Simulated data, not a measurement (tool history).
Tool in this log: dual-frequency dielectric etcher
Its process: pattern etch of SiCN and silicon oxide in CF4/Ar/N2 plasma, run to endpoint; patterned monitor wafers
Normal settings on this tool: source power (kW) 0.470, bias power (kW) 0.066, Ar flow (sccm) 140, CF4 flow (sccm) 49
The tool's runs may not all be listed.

run	hour	source power (kW)	bias power (kW)	Ar flow (sccm)	CF4 flow (sccm)	wafers since the last listed run	hours since the last wet clean	hours since the last source power generator calibration	hours since the last bias power generator calibration	hours since the last Ar flow controller change	hours since the last CF4 flow controller change	hours since the last upper electrode change	incoming incoming film thickness, nm	endpoint time (s)
1	0.0	0.470	0.066	114	49	0	195.1	3630.4	3201.6	3473.2	3217.7	2401.8	17.73	22.8
2	70.6	0.470	0.066	140	49	765	265.7	3701.0	3272.2	3543.8	3288.3	2472.4	17.84	23.4
3	122.0	0.470	0.066	140	49	557	317.1	3752.4	3323.6	3595.2	3339.7	2523.8	17.87	23.5
4	174.3	0.470	0.066	140	49	567	369.4	3804.7	3375.9	3647.5	3392.0	2576.1	17.76	23.5
5	201.9	0.470	0.066	140	49	299	397.0	3832.3	3403.5	3675.1	3419.6	2603.7	17.85	23.3
6	269.4	0.470	0.066	140	49	732	464.5	3899.8	3471.0	3742.6	3487.1	2671.2	18.03	23.6
# hour 332.5: wet clean of the chamber
# hour 488.7: Ar flow controller replaced
7	489.2	0.470	0.073	140	49	2058	156.7	4119.6	3690.8	0.5	3706.9	2891.0	17.83	21.9
8	534.9	0.470	0.073	140	49	495	202.4	4165.3	3736.5	46.2	3752.6	2936.7	17.69	21.8
9	572.5	0.470	0.066	140	49	407	240.0	4202.9	3774.1	83.8	3790.2	2974.3	17.82	22.5
# hour 605.4: source power generator calibrated
10	627.4	0.470	0.066	140	49	552	294.9	22.0	3829.0	138.7	3845.1	3029.2	17.80	22.5
# hour 654.6: wet clean of the chamber, repeated, since the last time left the tool worse
11	694.5	0.470	0.066	140	49	467	39.9	89.1	3896.1	205.8	3912.2	3096.3	17.82	23.9
# hour 754.9: upper electrode replaced
# hour 760.1: CF4 flow controller replaced
12	760.6	0.470	0.060	140	44	400	106.0	155.2	3962.2	271.9	0.5	5.7	17.85	24.7
13	806.7	0.440	0.066	162	49	500	152.1	201.3	4008.3	318.0	46.6	51.8	17.85	25.6
14	848.6	0.440	0.066	162	49	454	194.0	243.2	4050.2	359.9	88.5	93.7	17.78	25.6
# hour 873.9: bias power generator calibrated
15	892.2	0.470	0.052	140	40	429	237.6	286.8	18.3	403.5	132.1	137.3	17.81	25.7
16	1040.1	0.510	0.066	140	49	1604	385.5	434.7	166.2	551.4	280.0	285.2	17.78	21.6
17	1075.0	0.530	0.066	113	49	378	420.4	469.6	201.1	586.3	314.9	320.1	17.73	20.2
18	1110.5	0.470	0.060	140	44	385	455.9	505.1	236.6	621.8	350.4	355.6	17.78	24.0
19	1142.3	0.470	0.066	140	56	344	487.7	536.9	268.4	653.6	382.2	387.4	17.73	22.7
# hour 1176.8: wet clean of the chamber
20	1207.4	0.380	0.054	168	38	445	30.6	602.0	333.5	718.7	447.3	452.5	17.81	32.1
21	1276.0	0.430	0.057	172	43	744	99.2	670.6	402.1	787.3	515.9	521.1	17.73	27.7
22	1346.6	0.570	0.056	124	58	765	169.8	741.2	472.7	857.9	586.5	591.7	17.89	19.8

Consider 3 possible next runs. They are alternatives, not a sequence: every one starts from the tool as it was left by run 22. What does each give?
A	1347.0	0.470	0.066	140	49	4	170.2	741.6	473.1	858.3	586.9	592.1	17.86	?
B	1347.0	0.560	0.054	156	61	4	170.2	741.6	473.1	858.3	586.9	592.1	17.86	?
C	1347.0	0.360	0.066	140	46	4	170.2	741.6	473.1	858.3	586.9	592.1	17.86	?

run	endpoint time (s)
A	23.8
B	20.8
C	30.6
Stripped of hidden state, with their random variation kept, the same runs would have yielded:
run	endpoint time (s)
A	24.0
B	21.0
C	30.9
